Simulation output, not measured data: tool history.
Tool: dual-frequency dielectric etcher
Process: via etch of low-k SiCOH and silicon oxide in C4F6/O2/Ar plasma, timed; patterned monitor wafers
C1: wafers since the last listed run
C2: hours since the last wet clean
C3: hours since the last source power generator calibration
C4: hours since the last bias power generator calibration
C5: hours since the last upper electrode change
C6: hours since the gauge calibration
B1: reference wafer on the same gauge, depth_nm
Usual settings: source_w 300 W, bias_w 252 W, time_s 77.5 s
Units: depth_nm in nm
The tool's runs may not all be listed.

Run 1, hour 0: usual settings; C1 0; C2 139.3; C3 3814.8; C4 3616.8; C5 3752.5; C6 999.5; B1 222.1. Result: depth_nm 236.2 nm.
Run 2, hour 46.8: usual settings; C1 500; C2 186.1; C3 3861.6; C4 3663.6; C5 3799.3; C6 1046.3; B1 221.9. Result: depth_nm 235.6 nm.
Run 3, hour 116.6: usual settings; C1 745; C2 255.9; C3 3931.4; C4 3733.4; C5 3869.1; C6 1116.1; B1 221.9. Result: depth_nm 233.8 nm.
Run 4, hour 210.2: usual settings; C1 1000; C2 349.5; C3 4025; C4 3827; C5 3962.7; C6 1209.7; B1 222. Result: depth_nm 233 nm.
At hour 292.3: wet clean of the chamber.
Run 5, hour 298.3: usual settings; C1 684; C2 6; C3 4113.1; C4 3915.1; C5 4050.8; C6 1297.8; B1 222. Result: depth_nm 238.1 nm.
Run 6, hour 387: usual settings; C1 947; C2 94.7; C3 4201.8; C4 4003.8; C5 4139.5; C6 1386.5; B1 221.9. Result: depth_nm 236.5 nm.
Run 7, hour 458.2: usual settings; C1 760; C2 165.9; C3 4273; C4 4075; C5 4210.7; C6 1457.7; B1 222. Result: depth_nm 235.6 nm.
Run 8, hour 543.9: usual settings; C1 915; C2 251.6; C3 4358.7; C4 4160.7; C5 4296.4; C6 1543.4; B1 222.1. Result: depth_nm 234.7 nm.
At hour 558.9: bias power generator calibrated.
Run 9, hour 642.7: usual settings; C1 1012; C2 350.4; C3 4457.5; C4 83.8; C5 4395.2; C6 1642.2; B1 221.9. Result: depth_nm 233.9 nm.
At hour 712.2: wet clean of the chamber.
Run 10, hour 742.6: usual settings; C1 811; C2 30.4; C3 4557.4; C4 183.7; C5 4495.1; C6 1742.1; B1 222. Result: depth_nm 239.2 nm.
Run 11, hour 808.3: usual settings but bias_w 279 W; C1 702; C2 96.1; C3 4623.1; C4 249.4; C5 4560.8; C6 1807.8; B1 221.9. Result: depth_nm 244.8 nm.
At hour 818.3: gauge calibrated.
Run 12, hour 905.7: usual settings but bias_w 279 W; C1 1040; C2 193.5; C3 4720.5; C4 346.8; C5 4658.2; C6 87.4; B1 222. Result: depth_nm 245.8 nm.
At hour 964.9: source power generator calibrated.
Run 13, hour 1007.4: usual settings but source_w 350 W, bias_w 293 W, time_s 83.5 s; C1 1043; C2 295.2; C3 42.5; C4 448.5; C5 4759.9; C6 189.1; B1 221.8. Result: depth_nm 281.8 nm.
At hour 1070.6: upper electrode replaced.
Run 14, hour 1074.4: usual settings but bias_w 196 W, time_s 98.5 s; C1 459; C2 362.2; C3 109.5; C4 515.5; C5 3.8; C6 256.1; B1 222. Result: depth_nm 266.4 nm.
At hour 1116: wet clean of the chamber.
Run 15, hour 1116.7: usual settings; C1 195; C2 0.7; C3 151.8; C4 557.8; C5 46.1; C6 298.4; B1 222.1. Result: depth_nm 233.1 nm.
Run 16, hour 1165.6: usual settings but bias_w 213 W, time_s 69.5 s; C1 522; C2 49.6; C3 200.7; C4 606.7; C5 95; C6 347.3; B1 222. Result: depth_nm 198.4 nm.
Run 17, hour 1224.7: usual settings but source_w 380 W, time_s 58.5 s; C1 631; C2 108.7; C3 259.8; C4 665.8; C5 154.1; C6 406.4; B1 222.1. Result: depth_nm 198.9 nm.
Run 18, hour 1294.3: usual settings but source_w 220 W, bias_w 307 W, time_s 83.5 s; C1 743; C2 178.3; C3 329.4; C4 735.4; C5 223.7; C6 476; B1 222.1. Result: depth_nm 219 nm.
Run 19, hour 1336.5: usual settings but source_w 220 W, bias_w 277 W, time_s 96 s; C1 450; C2 220.5; C3 371.6; C4 777.6; C5 265.9; C6 518.2; B1 222.1. Result: depth_nm 243.1 nm.
Run 20, hour 1382: usual settings but bias_w 233 W, time_s 65 s; C1 486; C2 266; C3 417.1; C4 823.1; C5 311.4; C6 563.7; B1 222. Result: depth_nm 188.7 nm.
Run 21, hour 1453.5: usual settings but source_w 360 W, bias_w 221 W; C1 764; C2 337.5; C3 488.6; C4 894.6; C5 382.9; C6 635.2; B1 222. Result: depth_nm 243.1 nm.
At hour 1498.1: wet clean of the chamber.
Run 22, hour 1537.5: usual settings but bias_w 194 W, time_s 57.5 s; C1 641; C2 39.4; C3 572.6; C4 978.6; C5 466.9; C6 719.2; B1 221.9. Result: depth_nm 159.3 nm.
Run 23, hour 1599: usual settings but bias_w 210 W, time_s 95 s; C1 657; C2 100.9; C3 634.1; C4 1040.1; C5 528.4; C6 780.7; B1 221.9. Result: depth_nm 268.9 nm.
Run 24, hour 1659.2: usual settings but bias_w 279 W; C1 643; C2 161.1; C3 694.3; C4 1100.3; C5 588.6; C6 840.9; B1 222. Result: depth_nm 239 nm.

Forecast each of these 5 alternatives for the next run:
Run A, hour 1659.6: usual settings but bias_w 226 W; C1 4; C2 161.5; C3 694.7; C4 1100.7; C5 589; C6 841.3; B1 ?. Result: depth_nm ?.
Run B, hour 1659.6: usual settings but source_w 350 W, bias_w 302 W, time_s 93 s; C1 4; C2 161.5; C3 694.7; C4 1100.7; C5 589; C6 841.3; B1 ?. Result: depth_nm ?.
Run C, hour 1659.6: usual settings but bias_w 197 W; C1 4; C2 161.5; C3 694.7; C4 1100.7; C5 589; C6 841.3; B1 ?. Result: depth_nm ?.
Run D, hour 1659.6: usual settings but source_w 360 W, time_s 63.5 s; C1 4; C2 161.5; C3 694.7; C4 1100.7; C5 589; C6 841.3; B1 ?. Result: depth_nm ?.
Run E, hour 1659.6: usual settings but time_s 99.5 s; C1 4; C2 161.5; C3 694.7; C4 1100.7; C5 589; C6 841.3; B1 ?. Result: depth_nm ?.

run   B1  depth_nm
  A  222     223.5
  B  222       322
  C  222     213.9
  D  222     210.2
  E  222     297.4
Without the tool's hidden state the same runs would have given:
run  depth_nm
  A     223.8
  B     322.5
  C     214.1
  D     210.4
  E     297.8
